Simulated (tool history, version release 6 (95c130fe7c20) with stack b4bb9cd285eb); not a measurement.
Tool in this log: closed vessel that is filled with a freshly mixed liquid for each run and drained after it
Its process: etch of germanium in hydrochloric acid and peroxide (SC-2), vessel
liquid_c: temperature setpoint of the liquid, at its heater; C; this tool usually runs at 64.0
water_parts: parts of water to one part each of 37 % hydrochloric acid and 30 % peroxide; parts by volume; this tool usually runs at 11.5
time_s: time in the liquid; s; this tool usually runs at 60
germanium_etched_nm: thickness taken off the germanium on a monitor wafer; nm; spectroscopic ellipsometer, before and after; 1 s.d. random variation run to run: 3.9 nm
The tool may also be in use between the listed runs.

| run | day | liquid_c | water_parts | time_s | wafers since the last listed run | hours since the thermometer was replaced | hours since the chemicals flow meter was replaced | hours since the drum of peroxide was connected | hours since the gauge calibration | read-back film thickness of the germanium reference wafer, read on the same gauge (nm) | germanium_etched_nm |
|---|---|---|---|---|---|---|---|---|---|---|---|
| 1 | 0.000 | 64.0 | 11.5 | 60 | 0 | 474.2 | 11.4 | 899.4 | 1427.2 | 65.94 | 381.01 |
| 2 | 3.642 | 64.0 | 11.5 | 60 | 8182 | 561.6 | 98.8 | 986.8 | 1514.6 | 65.83 | 380.42 |
| 3 | 7.867 | 64.0 | 11.5 | 60 | 9492 | 663.0 | 200.2 | 1088.2 | 1616.0 | 65.76 | 387.43 |
| 4 | 9.625 | 64.0 | 11.5 | 60 | 3950 | 705.2 | 242.4 | 1130.4 | 1658.2 | 65.77 | 386.05 |
|  | 10.233 | new drum of peroxide connected |
| 5 | 12.858 | 64.0 | 11.5 | 50 | 7170 | 782.8 | 320.0 | 63.0 | 1735.8 | 65.69 | 323.70 |
| 6 | 16.017 | 64.0 | 11.5 | 50 | 7096 | 858.6 | 395.8 | 138.8 | 1811.6 | 65.68 | 322.66 |
|  | 17.475 | gauge calibrated |
| 7 | 19.033 | 64.0 | 13.0 | 60 | 6777 | 931.0 | 468.2 | 211.2 | 37.4 | 68.76 | 394.92 |
|  | 20.221 | thermometer replaced |
| 8 | 22.704 | 64.0 | 11.5 | 60 | 8153 | 59.6 | 556.3 | 299.3 | 125.5 | 68.05 | 398.67 |
| 9 | 28.925 | 64.0 | 11.5 | 60 | 13976 | 208.9 | 705.6 | 448.6 | 274.8 | 67.11 | 395.16 |
| 10 | 32.383 | 64.0 | 11.5 | 60 | 7770 | 291.9 | 788.6 | 531.6 | 357.8 | 66.74 | 387.30 |
| 11 | 41.788 | 64.0 | 11.5 | 60 | 21129 | 517.6 | 1014.3 | 757.3 | 583.5 | 65.80 | 378.37 |
| 12 | 43.388 | 64.0 | 11.5 | 60 | 3594 | 556.0 | 1052.7 | 795.7 | 621.9 | 65.64 | 382.58 |
| 13 | 47.383 | 64.0 | 11.5 | 30 | 8977 | 651.9 | 1148.6 | 891.6 | 717.8 | 65.39 | 189.88 |
|  | 49.804 | chemicals flow meter replaced |
| 14 | 50.050 | 70.0 | 11.5 | 60 | 5897 | 715.9 | 5.9 | 955.6 | 781.8 | 65.19 | 449.21 |
| 15 | 52.475 | 64.0 | 5.5 | 30 | 5448 | 774.1 | 64.1 | 1013.8 | 840.0 | 65.07 | 201.41 |
|  | 54.767 | thermometer replaced |
| 16 | 55.367 | 57.0 | 10.0 | 60 | 6403 | 14.4 | 133.5 | 1083.2 | 909.4 | 64.91 | 314.01 |
| 17 | 59.100 | 55.5 | 6.0 | 35 | 8387 | 104.0 | 223.1 | 1172.8 | 999.0 | 64.72 | 183.11 |
| 18 | 61.217 | 64.0 | 11.5 | 60 | 4755 | 154.8 | 273.9 | 1223.6 | 1049.8 | 64.65 | 385.43 |
| 19 | 63.829 | 64.0 | 11.5 | 60 | 5869 | 217.5 | 336.6 | 1286.3 | 1112.5 | 64.52 | 379.15 |
|  | 67.017 | new drum of peroxide connected |
| 20 | 67.479 | 57.5 | 16.0 | 60 | 8107 | 305.1 | 424.2 | 11.1 | 1200.1 | 64.43 | 290.83 |
| 21 | 69.996 | 64.0 | 9.5 | 40 | 5654 | 365.5 | 484.6 | 71.5 | 1260.5 | 64.37 | 261.18 |
| 22 | 74.467 | 61.0 | 17.0 | 35 | 10044 | 472.8 | 591.9 | 178.8 | 1367.8 | 64.25 | 189.62 |
| 23 | 78.454 | 59.0 | 15.0 | 90 | 8959 | 568.5 | 687.6 | 274.5 | 1463.5 | 64.17 | 474.47 |
| 24 | 81.762 | 64.0 | 13.5 | 60 | 7433 | 647.9 | 767.0 | 353.9 | 1542.9 | 64.11 | 365.88 |
| 25 | 84.662 | 64.0 | 11.5 | 45 | 6515 | 717.5 | 836.6 | 423.5 | 1612.5 | 64.01 | 283.95 |
| 26 | 86.758 | 64.0 | 11.5 | 60 | 4708 | 767.8 | 886.9 | 473.8 | 1662.8 | 64.00 | 372.60 |
|  | 87.988 | gauge calibrated |
|  | 89.192 | thermometer replaced |
| 27 | 91.071 | 64.0 | 11.5 | 60 | 9595 | 45.1 | 990.4 | 577.3 | 74.0 | 69.96 | 410.62 |
| 28 | 95.392 | 68.5 | 11.5 | 30 | 9707 | 148.8 | 1094.1 | 681.0 | 177.7 | 69.20 | 231.19 |
| 29 | 97.375 | 64.0 | 11.5 | 60 | 4456 | 196.4 | 1141.7 | 728.6 | 225.3 | 68.91 | 401.95 |
| 30 | 99.012 | 64.0 | 11.5 | 60 | 3679 | 235.7 | 1181.0 | 767.9 | 264.6 | 68.69 | 398.38 |
| 31 | 101.696 | 64.0 | 14.0 | 70 | 6028 | 300.1 | 1245.4 | 832.3 | 329.0 | 68.29 | 459.30 |

Across each entry between runs, compare the hidden state at the last listed run before it with the hidden state at the first listed run after it:
In the gap between runs 4 and 5: new drum of peroxide connected (day 10.233)
  gauge reads high (%): -6.08 -> -6.15
  what was measured, less what the result would be without the hidden state, germanium_etched_nm: -25.00 -> -21.21 nm
In the gap between runs 6 and 7: gauge calibrated (day 17.475)
  gauge reads high (%): -6.2 -> -1.76
  what was measured, less what the result would be without the hidden state, germanium_etched_nm: -21.34 -> -7.08 nm
In the gap between runs 7 and 8: thermometer replaced (day 20.221)
  gauge reads high (%): -1.76 -> -2.72
  what was measured, less what the result would be without the hidden state, germanium_etched_nm: -7.08 -> -11.14 nm
In the gap between runs 13 and 14: chemicals flow meter replaced (day 49.804)
  gauge reads high (%): -6.61 -> -6.85
  what was measured, less what the result would be without the hidden state, germanium_etched_nm: -13.43 -> -33.02 nm
In the gap between runs 15 and 16: thermometer replaced (day 54.767)
  gauge reads high (%): -7.05 -> -7.26
  what was measured, less what the result would be without the hidden state, germanium_etched_nm: -15.27 -> -24.59 nm
In the gap between runs 19 and 20: new drum of peroxide connected (day 67.017)
  gauge reads high (%): -7.77 -> -7.94
  what was measured, less what the result would be without the hidden state, germanium_etched_nm: -31.94 -> -25.09 nm
In the gap between runs 26 and 27: gauge calibrated (day 87.988); thermometer replaced (day 89.192)
  gauge reads high (%): -8.55 -> -0.0886
  what was measured, less what the result would be without the hidden state, germanium_etched_nm: -34.83 -> -0.37 nm
